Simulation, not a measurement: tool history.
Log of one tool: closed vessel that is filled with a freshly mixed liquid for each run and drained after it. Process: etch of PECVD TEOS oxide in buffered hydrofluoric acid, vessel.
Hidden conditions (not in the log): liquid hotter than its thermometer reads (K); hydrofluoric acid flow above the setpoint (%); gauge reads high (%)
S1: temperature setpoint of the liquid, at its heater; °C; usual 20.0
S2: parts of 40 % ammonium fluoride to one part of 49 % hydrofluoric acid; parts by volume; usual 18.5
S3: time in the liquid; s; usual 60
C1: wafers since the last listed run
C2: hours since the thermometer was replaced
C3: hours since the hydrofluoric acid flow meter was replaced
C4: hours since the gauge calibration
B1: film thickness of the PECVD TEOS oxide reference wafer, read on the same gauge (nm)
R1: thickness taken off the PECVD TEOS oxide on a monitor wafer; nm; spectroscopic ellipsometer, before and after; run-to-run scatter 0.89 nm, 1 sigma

{"run": 1, "hour": 0.0, "S1": 17.0, "S2": 20.5, "S3": 60, "C1": 0, "C2": 833.4, "C3": 1452.7, "C4": 796.3, "B1": 60.05, "R1": 91.01}
{"run": 2, "hour": 102.9, "S1": 20.0, "S2": 18.5, "S3": 70, "C1": 13580, "C2": 936.3, "C3": 1555.6, "C4": 899.2, "B1": 59.99, "R1": 137.19}
{"run": 3, "hour": 141.7, "S1": 20.0, "S2": 18.5, "S3": 70, "C1": 5120, "C2": 975.1, "C3": 1594.4, "C4": 938.0, "B1": 60.06, "R1": 138.72}
{"run": 4, "hour": 197.8, "S1": 20.0, "S2": 18.5, "S3": 50, "C1": 7404, "C2": 1031.2, "C3": 1650.5, "C4": 994.1, "B1": 60.02, "R1": 98.94}
{"hour": 203.6, "done": "hydrofluoric acid flow meter replaced"}
{"run": 5, "hour": 415.3, "S1": 20.0, "S2": 18.5, "S3": 50, "C1": 28574, "C2": 1248.7, "C3": 211.7, "C4": 1211.6, "B1": 60.01, "R1": 104.6}
{"run": 6, "hour": 456.0, "S1": 20.0, "S2": 18.5, "S3": 60, "C1": 5371, "C2": 1289.4, "C3": 252.4, "C4": 1252.3, "B1": 60.01, "R1": 125.71}
{"run": 7, "hour": 537.4, "S1": 20.0, "S2": 18.5, "S3": 60, "C1": 10743, "C2": 1370.8, "C3": 333.8, "C4": 1333.7, "B1": 59.97, "R1": 126.19}
{"run": 8, "hour": 601.7, "S1": 20.0, "S2": 18.5, "S3": 60, "C1": 8486, "C2": 1435.1, "C3": 398.1, "C4": 1398.0, "B1": 59.98, "R1": 126.71}
{"hour": 629.4, "done": "hydrofluoric acid flow meter replaced, repeated, since the last time left the tool worse"}
{"run": 9, "hour": 637.7, "S1": 20.0, "S2": 18.5, "S3": 60, "C1": 4619, "C2": 1471.1, "C3": 8.3, "C4": 1434.0, "B1": 59.99, "R1": 110.83}
{"run": 10, "hour": 699.5, "S1": 20.0, "S2": 18.5, "S3": 60, "C1": 8156, "C2": 1532.9, "C3": 70.1, "C4": 1495.8, "B1": 59.99, "R1": 110.85}
{"run": 11, "hour": 745.4, "S1": 24.5, "S2": 16.0, "S3": 50, "C1": 6057, "C2": 1578.8, "C3": 116.0, "C4": 1541.7, "B1": 60.03, "R1": 137.03}
{"run": 12, "hour": 820.0, "S1": 17.0, "S2": 25.0, "S3": 35, "C1": 9845, "C2": 1653.4, "C3": 190.6, "C4": 1616.3, "B1": 59.97, "R1": 43.4}
{"run": 13, "hour": 890.2, "S1": 20.0, "S2": 18.5, "S3": 60, "C1": 9265, "C2": 1723.6, "C3": 260.8, "C4": 1686.5, "B1": 60.05, "R1": 111.52}
{"run": 14, "hour": 970.0, "S1": 24.0, "S2": 18.5, "S3": 30, "C1": 10532, "C2": 1803.4, "C3": 340.6, "C4": 1766.3, "B1": 59.97, "R1": 70.52}
{"hour": 996.1, "done": "gauge calibrated"}
{"run": 15, "hour": 1022.3, "S1": 21.5, "S2": 18.5, "S3": 60, "C1": 6902, "C2": 1855.7, "C3": 392.9, "C4": 26.2, "B1": 60.0, "R1": 120.07}
{"run": 16, "hour": 1086.1, "S1": 20.0, "S2": 16.0, "S3": 60, "C1": 8420, "C2": 1919.5, "C3": 456.7, "C4": 90.0, "B1": 60.02, "R1": 129.8}
{"run": 17, "hour": 1158.5, "S1": 17.0, "S2": 16.0, "S3": 45, "C1": 9555, "C2": 1991.9, "C3": 529.1, "C4": 162.4, "B1": 60.0, "R1": 82.11}
{"hour": 1245.2, "done": "thermometer replaced"}
{"run": 18, "hour": 1260.6, "S1": 20.0, "S2": 16.0, "S3": 60, "C1": 13343, "C2": 15.4, "C3": 631.2, "C4": 264.5, "B1": 60.01, "R1": 132.44}
{"run": 19, "hour": 1337.1, "S1": 24.0, "S2": 22.5, "S3": 60, "C1": 10096, "C2": 91.9, "C3": 707.7, "C4": 341.0, "B1": 59.99, "R1": 118.81}
{"run": 20, "hour": 1375.6, "S1": 20.0, "S2": 22.5, "S3": 70, "C1": 5081, "C2": 130.4, "C3": 746.2, "C4": 379.5, "B1": 59.96, "R1": 109.92}
{"run": 21, "hour": 1421.6, "S1": 18.5, "S2": 18.5, "S3": 40, "C1": 6071, "C2": 176.4, "C3": 792.2, "C4": 425.5, "B1": 60.05, "R1": 70.16}
{"run": 22, "hour": 1478.3, "S1": 24.0, "S2": 21.0, "S3": 75, "C1": 7483, "C2": 233.1, "C3": 848.9, "C4": 482.2, "B1": 59.95, "R1": 157.58}
{"run": 23, "hour": 1576.6, "S1": 24.5, "S2": 23.5, "S3": 60, "C1": 12973, "C2": 331.4, "C3": 947.2, "C4": 580.5, "B1": 59.99, "R1": 119.76}
{"run": 24, "hour": 1619.4, "S1": 18.5, "S2": 15.5, "S3": 35, "C1": 5648, "C2": 374.2, "C3": 990.0, "C4": 623.3, "B1": 59.99, "R1": 73.64}
{"run": 25, "hour": 1697.6, "S1": 17.0, "S2": 18.5, "S3": 60, "C1": 10321, "C2": 452.4, "C3": 1068.2, "C4": 701.5, "B1": 60.02, "R1": 96.81}
{"run": 26, "hour": 1772.5, "S1": 24.0, "S2": 22.0, "S3": 30, "C1": 9885, "C2": 527.3, "C3": 1143.1, "C4": 776.4, "B1": 60.02, "R1": 61.84}

The next listed run, before its measurement:
{"run": 27, "hour": 1820.8, "S1": 17.5, "S2": 23.5, "S3": 35, "C1": 6374, "C2": 575.6, "C3": 1191.4, "C4": 824.7, "B1": "?", "R1": "?"}

B1: 60.00
R1: 47.59 nm
If the tool had no hidden condition, the same run with the same run-to-run variation would have returned R1 45.81 nm.
